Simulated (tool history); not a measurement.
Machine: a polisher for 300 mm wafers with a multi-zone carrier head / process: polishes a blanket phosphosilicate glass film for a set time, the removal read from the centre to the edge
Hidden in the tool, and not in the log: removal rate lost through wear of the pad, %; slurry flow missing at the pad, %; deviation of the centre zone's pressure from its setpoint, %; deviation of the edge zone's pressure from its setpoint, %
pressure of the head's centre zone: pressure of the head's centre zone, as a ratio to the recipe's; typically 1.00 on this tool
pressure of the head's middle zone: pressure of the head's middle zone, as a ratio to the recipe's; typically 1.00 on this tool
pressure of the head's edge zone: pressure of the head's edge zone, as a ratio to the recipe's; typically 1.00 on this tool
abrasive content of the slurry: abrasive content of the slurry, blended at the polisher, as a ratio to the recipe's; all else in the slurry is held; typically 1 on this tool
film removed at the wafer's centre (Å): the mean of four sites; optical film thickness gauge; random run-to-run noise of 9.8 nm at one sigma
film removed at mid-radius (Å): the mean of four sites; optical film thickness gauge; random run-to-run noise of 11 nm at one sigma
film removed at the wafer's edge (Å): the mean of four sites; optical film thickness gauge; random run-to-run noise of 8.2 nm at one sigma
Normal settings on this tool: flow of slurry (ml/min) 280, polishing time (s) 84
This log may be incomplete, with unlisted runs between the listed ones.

run	hour	flow of slurry (ml/min)	pressure of the head's centre zone	pressure of the head's middle zone	pressure of the head's edge zone	abrasive content of the slurry	polishing time (s)	wafers since the last listed run	wafers polished on this pad	hours since the slurry nozzle was cleaned	hours since the centre zone pressure was calibrated	hours since the edge zone pressure was calibrated	hours since the carrier head's membrane was replaced	incoming thickness of the incoming film, nm	film removed at the wafer's centre (Å)	film removed at mid-radius (Å)	film removed at the wafer's edge (Å)
1	0.0	280	1.00	1.00	1.00	1	84	0	449	32.0	690.0	739.9	960.0	2276.7	9527	9586	9669
2	11.2	280	1.00	1.00	1.00	1	76	87	537	43.2	701.2	751.1	971.2	2323.9	8466	8513	8751
3	27.7	280	1.00	1.00	1.00	1	76	129	667	59.7	717.7	767.6	987.7	2287.1	8540	8536	8704
4	39.4	280	1.00	1.00	1.00	1	95	91	758	71.4	729.4	779.3	999.4	2284.2	10395	10879	10934
5	54.0	280	1.00	1.00	1.00	1	95	114	873	86.0	744.0	793.9	1014.0	2327.2	10457	10589	10787
6	64.3	280	1.00	1.00	1.00	1	95	80	954	96.3	754.3	804.2	1024.3	2260.5	10295	10712	10694
7	76.0	280	1.00	1.00	1.00	1	84	91	1046	108.0	766.0	815.9	1036.0	2262.7	9425	9523	9553
# hour 89.9: carrier head's membrane replaced by a new one
# hour 100.6: worn pad replaced by a new one, of another model than before
8	112.9	280	1.00	1.00	1.00	1	84	218	96	144.9	802.9	852.8	23.0	2298.7	9068	9306	9447
9	119.6	280	1.00	1.00	1.00	1	84	52	149	151.6	809.6	859.5	29.7	2310.8	9129	9226	9426
10	135.0	280	1.00	1.00	1.00	1	84	120	270	167.0	825.0	874.9	45.1	2279.8	8992	9180	9362
# hour 138.8: edge zone pressure recalibrated
11	146.7	280	1.00	1.00	1.00	1	68	76	346	178.7	836.7	7.9	56.8	2297.8	7333	7311	7473
12	154.7	280	0.91	1.10	1.00	1	104	62	409	186.7	844.7	15.9	64.8	2306.8	9958	12259	11468
13	169.0	280	0.95	0.91	1.00	1	84	112	521	201.0	859.0	30.2	79.1	2264.8	8262	8513	9195
14	178.8	355	1.00	1.00	1.00	1	95	76	598	210.8	868.8	40.0	88.9	2271.0	10373	10514	10796
# hour 184.2: slurry nozzle cleaned
# hour 192.2: centre zone pressure recalibrated
15	194.7	280	1.05	1.07	0.94	1	109	101	699	10.5	2.5	55.9	104.8	2292.8	12523	13269	12160
16	204.3	280	1.00	1.00	1.00	1	84	75	774	20.1	12.1	65.5	114.4	2311.6	9511	9368	9688
17	211.2	280	0.95	1.00	1.00	1	84	54	828	27.0	19.0	72.4	121.3	2276.1	8976	9515	9542
18	221.9	280	1.00	1.00	1.00	1	84	83	912	37.7	29.7	83.1	132.0	2312.6	9324	9576	9498
19	230.6	280	1.00	1.00	1.04	1	65	68	980	46.4	38.4	91.8	140.7	2280.1	7183	7329	7560
20	237.7	280	1.06	1.00	1.00	1	84	55	1036	53.5	45.5	98.9	147.8	2274.3	9973	9524	9558
# hour 244.3: worn pad replaced by a new one
21	250.4	280	1.00	1.00	1.00	1	58	68	47	66.2	58.2	111.6	160.5	2255.3	6417	6554	6651

4 options for the next run, each taken on its own from the tool as it stands now. Forecast them:
A	250.8	280	1.00	1.00	1.00	1	84	3	50	66.6	58.6	112.0	160.9	2269.8	?	?	?
B	250.8	280	1.00	1.06	0.91	1	69	3	50	66.6	58.6	112.0	160.9	2269.8	?	?	?
C	250.8	280	1.00	1.00	0.92	1	84	3	50	66.6	58.6	112.0	160.9	2269.8	?	?	?
D	250.8	280	0.89	1.00	1.00	1	84	3	50	66.6	58.6	112.0	160.9	2269.8	?	?	?

run	film removed at the wafer's centre (Å)	film removed at mid-radius (Å)	film removed at the wafer's edge (Å)
A	9310	9486	9449
B	7651	8157	7480
C	9310	9487	9150
D	8278	9492	9449
Had the tool no hidden state, the same runs would have come out as:
run	film removed at the wafer's centre (Å)	film removed at mid-radius (Å)	film removed at the wafer's edge (Å)
A	9359	9531	9483
B	7691	8196	7507
C	9359	9532	9183
D	8322	9537	9483
